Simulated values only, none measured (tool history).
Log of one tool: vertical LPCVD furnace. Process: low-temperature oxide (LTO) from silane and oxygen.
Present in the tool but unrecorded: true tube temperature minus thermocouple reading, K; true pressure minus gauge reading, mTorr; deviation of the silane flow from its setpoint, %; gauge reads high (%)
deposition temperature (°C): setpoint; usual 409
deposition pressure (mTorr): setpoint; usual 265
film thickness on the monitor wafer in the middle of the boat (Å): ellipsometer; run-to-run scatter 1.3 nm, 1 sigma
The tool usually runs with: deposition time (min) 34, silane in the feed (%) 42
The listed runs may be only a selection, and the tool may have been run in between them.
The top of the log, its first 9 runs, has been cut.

| run | hour | deposition temperature (°C) | deposition pressure (mTorr) | deposition time (min) | silane in the feed (%) | wafers since the last listed run | hours since the last temperature calibration | hours since the pressure gauge was zeroed | hours since the silane flow controller was replaced | hours since the gauge calibration | read-back reference wafer on the same gauge, thickness | film thickness on the monitor wafer in the middle of the boat (Å) |
|---|---|---|---|---|---|---|---|---|---|---|---|---|
| 10 | 98 | 415 | 265 | 34 | 42 | 160 | 3196.3 | 29.4 | 4243.5 | 8.4 | 448.25 | 4473.1 |
| 11 | 113.3 | 409 | 265 | 34 | 46 | 341 | 3211.6 | 44.7 | 4258.8 | 23.7 | 447.73 | 4604.3 |
| 12 | 143 | 409 | 265 | 34 | 42 | 663 | 3241.3 | 74.4 | 4288.5 | 53.4 | 448.12 | 4220.2 |
| 13 | 153.4 | 421 | 200 | 37.5 | 38 | 232 | 3251.7 | 84.8 | 4298.9 | 63.8 | 448.79 | 3556.4 |
|  | 181.1 | silane flow controller replaced |
| 14 | 181.6 | 413 | 200 | 34 | 42 | 93 | 3279.9 | 113 | 0.5 | 92 | 448.04 | 3319.3 |
| 15 | 185.6 | 403 | 210 | 34 | 34 | 89 | 3283.9 | 117 | 4.5 | 96 | 447.82 | 2405 |
| 16 | 196.6 | 409 | 325 | 34 | 34 | 245 | 3294.9 | 128 | 15.5 | 107 | 448.34 | 3976.8 |
| 17 | 206.3 | 409 | 265 | 34 | 42 | 216 | 3304.6 | 137.7 | 25.2 | 116.7 | 448.12 | 4183.5 |
| 18 | 213.7 | 415 | 265 | 28.5 | 50 | 165 | 3312 | 145.1 | 32.6 | 124.1 | 448.5 | 4399.6 |
| 19 | 220.3 | 409 | 330 | 34 | 42 | 147 | 3318.6 | 151.7 | 39.2 | 130.7 | 448.29 | 5258.3 |
| 20 | 268.2 | 405 | 230 | 47 | 34 | 1070 | 3366.5 | 199.6 | 87.1 | 178.6 | 448 | 3715.8 |
| 21 | 285.6 | 402 | 330 | 27 | 42 | 388 | 3383.9 | 217 | 104.5 | 196 | 447.8 | 3856.8 |
| 22 | 299.9 | 409 | 265 | 23 | 36 | 319 | 3398.2 | 231.3 | 118.8 | 210.3 | 448.01 | 2381.7 |
| 23 | 312.8 | 413 | 245 | 38.5 | 42 | 288 | 3411.1 | 244.2 | 131.7 | 223.2 | 447.42 | 4600.6 |
|  | 345.1 | thermocouples replaced and temperature profile calibrated |
| 24 | 345.6 | 399 | 285 | 26 | 42 | 196 | 0.5 | 277 | 164.5 | 256 | 447.98 | 3105.3 |
| 25 | 349.6 | 401 | 265 | 44.5 | 42 | 89 | 4.5 | 281 | 168.5 | 260 | 448.38 | 5050.8 |
| 26 | 353.7 | 409 | 265 | 34 | 42 | 91 | 8.6 | 285.1 | 172.6 | 264.1 | 448.32 | 4186 |
| 27 | 402.7 | 409 | 210 | 34 | 34 | 1095 | 57.6 | 334.1 | 221.6 | 313.1 | 448.07 | 2585.1 |
| 28 | 415.3 | 409 | 265 | 34 | 42 | 281 | 70.2 | 346.7 | 234.2 | 325.7 | 448.77 | 4215.8 |
| 29 | 428.7 | 420 | 305 | 46 | 38 | 299 | 83.6 | 360.1 | 247.6 | 339.1 | 447.91 | 6560 |
| 30 | 443.2 | 413 | 245 | 38.5 | 42 | 324 | 98.1 | 374.6 | 262.1 | 353.6 | 447.7 | 4595.4 |
| 31 | 464.2 | 409 | 305 | 26.5 | 42 | 469 | 119.1 | 395.6 | 283.1 | 374.6 | 448.41 | 3791.8 |
| 32 | 478.1 | 419 | 215 | 21 | 42 | 310 | 133 | 409.5 | 297 | 388.5 | 447.64 | 2333.6 |

Consider 3 possible next runs. They are alternatives, not a sequence: every one starts from the tool as it was left by run 32. What does each give?
| A | 482.2 | 409 | 265 | 34 | 42 | 91 | 137.1 | 413.6 | 301.1 | 392.6 | ? | ? |
| B | 482.2 | 409 | 315 | 34 | 35 | 91 | 137.1 | 413.6 | 301.1 | 392.6 | ? | ? |
| C | 482.2 | 409 | 265 | 26.5 | 42 | 91 | 137.1 | 413.6 | 301.1 | 392.6 | ? | ? |

| run | read-back reference wafer on the same gauge, thickness | film thickness on the monitor wafer in the middle of the boat (Å) |
|---|---|---|
| A | 448.06 | 4214.9 |
| B | 448.06 | 4019.7 |
| C | 448.06 | 3285.1 |
Take away the tool's hidden state, keep each run's random variation, and the runs would have read:
| run | film thickness on the monitor wafer in the middle of the boat (Å) |
|---|---|
| A | 4214.9 |
| B | 4019.7 |
| C | 3285.1 |

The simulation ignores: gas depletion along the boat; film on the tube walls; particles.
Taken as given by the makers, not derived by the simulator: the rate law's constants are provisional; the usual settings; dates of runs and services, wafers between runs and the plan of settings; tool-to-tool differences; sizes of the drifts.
